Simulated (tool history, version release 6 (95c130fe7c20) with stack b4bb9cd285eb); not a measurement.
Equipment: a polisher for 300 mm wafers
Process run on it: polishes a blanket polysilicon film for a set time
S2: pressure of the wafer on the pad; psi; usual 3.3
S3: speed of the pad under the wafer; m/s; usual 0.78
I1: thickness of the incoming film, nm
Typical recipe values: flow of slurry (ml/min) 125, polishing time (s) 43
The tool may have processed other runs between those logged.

run 1 hour=0 | flow_of_slurry_(ml/min)=90 S2=3.3 S3=0.78 polishing_time_(s)=43 | I1=2033.9 | film_removed_(angstrom)=2355
run 2 hour=82.5 | flow_of_slurry_(ml/min)=125 S2=3.3 S3=0.78 polishing_time_(s)=43 | I1=1999.3 | film_removed_(angstrom)=2554
run 3 hour=173.1 | flow_of_slurry_(ml/min)=125 S2=3 S3=0.78 polishing_time_(s)=43 | I1=2027.6 | film_removed_(angstrom)=2348
run 4 hour=273.7 | flow_of_slurry_(ml/min)=125 S2=3 S3=0.78 polishing_time_(s)=43 | I1=2021 | film_removed_(angstrom)=2359
run 5 hour=310.7 | flow_of_slurry_(ml/min)=125 S2=3.3 S3=0.78 polishing_time_(s)=43 | I1=2003.1 | film_removed_(angstrom)=2495
-- hour=334 worn pad replaced by a new one
-- hour=473.8 slurry nozzle cleaned
-- hour=487.5 head pressure recalibrated
run 6 hour=571.5 | flow_of_slurry_(ml/min)=125 S2=3.3 S3=0.78 polishing_time_(s)=43 | I1=2045.1 | film_removed_(angstrom)=2775
run 7 hour=663.8 | flow_of_slurry_(ml/min)=125 S2=3.3 S3=0.78 polishing_time_(s)=43 | I1=2028.5 | film_removed_(angstrom)=2696
run 8 hour=882.8 | flow_of_slurry_(ml/min)=125 S2=3.3 S3=0.78 polishing_time_(s)=50 | I1=2018.6 | film_removed_(angstrom)=3079
run 9 hour=969.3 | flow_of_slurry_(ml/min)=125 S2=3.3 S3=0.78 polishing_time_(s)=50 | I1=2025.8 | film_removed_(angstrom)=3103
run 10 hour=1037.3 | flow_of_slurry_(ml/min)=125 S2=3.3 S3=0.78 polishing_time_(s)=50 | I1=2029.5 | film_removed_(angstrom)=3045
-- hour=1066.1 worn pad replaced by a new one
run 11 hour=1113.7 | flow_of_slurry_(ml/min)=105 S2=3.3 S3=0.78 polishing_time_(s)=43 | I1=2011.4 | film_removed_(angstrom)=2728
run 12 hour=1163.6 | flow_of_slurry_(ml/min)=125 S2=3.3 S3=0.78 polishing_time_(s)=43 | I1=2027.5 | film_removed_(angstrom)=2845
run 13 hour=1210.9 | flow_of_slurry_(ml/min)=125 S2=3.3 S3=0.78 polishing_time_(s)=43 | I1=2008.9 | film_removed_(angstrom)=2812
-- hour=1275.4 slurry nozzle cleaned
run 14 hour=1286.7 | flow_of_slurry_(ml/min)=125 S2=3.3 S3=1 polishing_time_(s)=43 | I1=2027.4 | film_removed_(angstrom)=3249
run 15 hour=1388.7 | flow_of_slurry_(ml/min)=145 S2=3.3 S3=0.78 polishing_time_(s)=43 | I1=2022 | film_removed_(angstrom)=2732
run 16 hour=1436.1 | flow_of_slurry_(ml/min)=125 S2=3.3 S3=0.54 polishing_time_(s)=43 | I1=2043.7 | film_removed_(angstrom)=2082
run 17 hour=1487.8 | flow_of_slurry_(ml/min)=125 S2=3.3 S3=0.78 polishing_time_(s)=43 | I1=2049.2 | film_removed_(angstrom)=2672
run 18 hour=1549.3 | flow_of_slurry_(ml/min)=125 S2=3.3 S3=1.06 polishing_time_(s)=43 | I1=2030.1 | film_removed_(angstrom)=3270
run 19 hour=1585.7 | flow_of_slurry_(ml/min)=125 S2=3.3 S3=0.78 polishing_time_(s)=43 | I1=2049.4 | film_removed_(angstrom)=2627
run 20 hour=1621.9 | flow_of_slurry_(ml/min)=140 S2=3.3 S3=0.78 polishing_time_(s)=43 | I1=2040.7 | film_removed_(angstrom)=2663
run 21 hour=1673.9 | flow_of_slurry_(ml/min)=125 S2=3.3 S3=0.78 polishing_time_(s)=43 | I1=2023.2 | film_removed_(angstrom)=2591
run 22 hour=1773.1 | flow_of_slurry_(ml/min)=125 S2=3.3 S3=0.88 polishing_time_(s)=43 | I1=2020.3 | film_removed_(angstrom)=2792
-- hour=1846.9 head pressure recalibrated
run 23 hour=1869 | flow_of_slurry_(ml/min)=165 S2=3.3 S3=0.98 polishing_time_(s)=43 | I1=1999.6 | film_removed_(angstrom)=3408
-- hour=1936.3 worn pad replaced by a new one
run 24 hour=1949 | flow_of_slurry_(ml/min)=145 S2=3.3 S3=0.86 polishing_time_(s)=57 | I1=2006.6 | film_removed_(angstrom)=4419
run 25 hour=2010.1 | flow_of_slurry_(ml/min)=125 S2=3.3 S3=0.78 polishing_time_(s)=43 | I1=2038.3 | film_removed_(angstrom)=2956
-- hour=2042.6 slurry nozzle cleaned
run 26 hour=2077 | flow_of_slurry_(ml/min)=95 S2=3.3 S3=0.78 polishing_time_(s)=43 | I1=2012.1 | film_removed_(angstrom)=2598
run 27 hour=2184.7 | flow_of_slurry_(ml/min)=125 S2=4.1 S3=0.78 polishing_time_(s)=43 | I1=1979.3 | film_removed_(angstrom)=3352
run 28 hour=2243 | flow_of_slurry_(ml/min)=155 S2=3.3 S3=0.94 polishing_time_(s)=43 | I1=2035.8 | film_removed_(angstrom)=3235
run 29 hour=2294.8 | flow_of_slurry_(ml/min)=125 S2=3.3 S3=0.78 polishing_time_(s)=57 | I1=2011.3 | film_removed_(angstrom)=3612
run 30 hour=2344.9 | flow_of_slurry_(ml/min)=90 S2=3.3 S3=0.5 polishing_time_(s)=33 | I1=2020.8 | film_removed_(angstrom)=1415
run 31 hour=2381.8 | flow_of_slurry_(ml/min)=145 S2=2.9 S3=0.78 polishing_time_(s)=35 | I1=2049 | film_removed_(angstrom)=2011
run 32 hour=2466.6 | flow_of_slurry_(ml/min)=90 S2=4.1 S3=0.98 polishing_time_(s)=58 | I1=2065.9 | film_removed_(angstrom)=4605
run 33 hour=2638.3 | flow_of_slurry_(ml/min)=165 S2=3.3 S3=0.98 polishing_time_(s)=43 | I1=2054.3 | film_removed_(angstrom)=3162
run 34 hour=2693 | flow_of_slurry_(ml/min)=150 S2=3.3 S3=0.78 polishing_time_(s)=33 | I1=2013 | film_removed_(angstrom)=2074
-- hour=2704.8 slurry nozzle cleaned
run 35 hour=2730.4 | flow_of_slurry_(ml/min)=145 S2=3.9 S3=0.68 polishing_time_(s)=43 | I1=2027.2 | film_removed_(angstrom)=2790
-- hour=2810 worn pad replaced by a new one
run 36 hour=2835.9 | flow_of_slurry_(ml/min)=100 S2=3.3 S3=0.78 polishing_time_(s)=34 | I1=2053.2 | film_removed_(angstrom)=2164

Same runs, no hidden state in the tool, same run-to-run variation:
Hidden state present: removal rate lost through wear of the pad, %; slurry flow missing at the pad, %; deviation of the head's pressure from its setpoint, %.
run=1 film_removed_(angstrom)=2778
run=2 film_removed_(angstrom)=3039
run=3 film_removed_(angstrom)=2818
run=4 film_removed_(angstrom)=2853
run=5 film_removed_(angstrom)=3026
run=6 film_removed_(angstrom)=3017
run=7 film_removed_(angstrom)=2987
run=8 film_removed_(angstrom)=3514
run=9 film_removed_(angstrom)=3570
run=10 film_removed_(angstrom)=3523
run=11 film_removed_(angstrom)=2874
run=12 film_removed_(angstrom)=3056
run=13 film_removed_(angstrom)=3067
run=14 film_removed_(angstrom)=3618
run=15 film_removed_(angstrom)=3109
run=16 film_removed_(angstrom)=2388
run=17 film_removed_(angstrom)=3089
run=18 film_removed_(angstrom)=3810
run=19 film_removed_(angstrom)=3074
run=20 film_removed_(angstrom)=3128
run=21 film_removed_(angstrom)=3059
run=22 film_removed_(angstrom)=3326
run=23 film_removed_(angstrom)=3829
run=24 film_removed_(angstrom)=4500
run=25 film_removed_(angstrom)=3089
run=26 film_removed_(angstrom)=2779
run=27 film_removed_(angstrom)=3689
run=28 film_removed_(angstrom)=3604
run=29 film_removed_(angstrom)=4060
run=30 film_removed_(angstrom)=1603
run=31 film_removed_(angstrom)=2289
run=32 film_removed_(angstrom)=5297
run=33 film_removed_(angstrom)=3695
run=34 film_removed_(angstrom)=2433
run=35 film_removed_(angstrom)=3283
run=36 film_removed_(angstrom)=2300
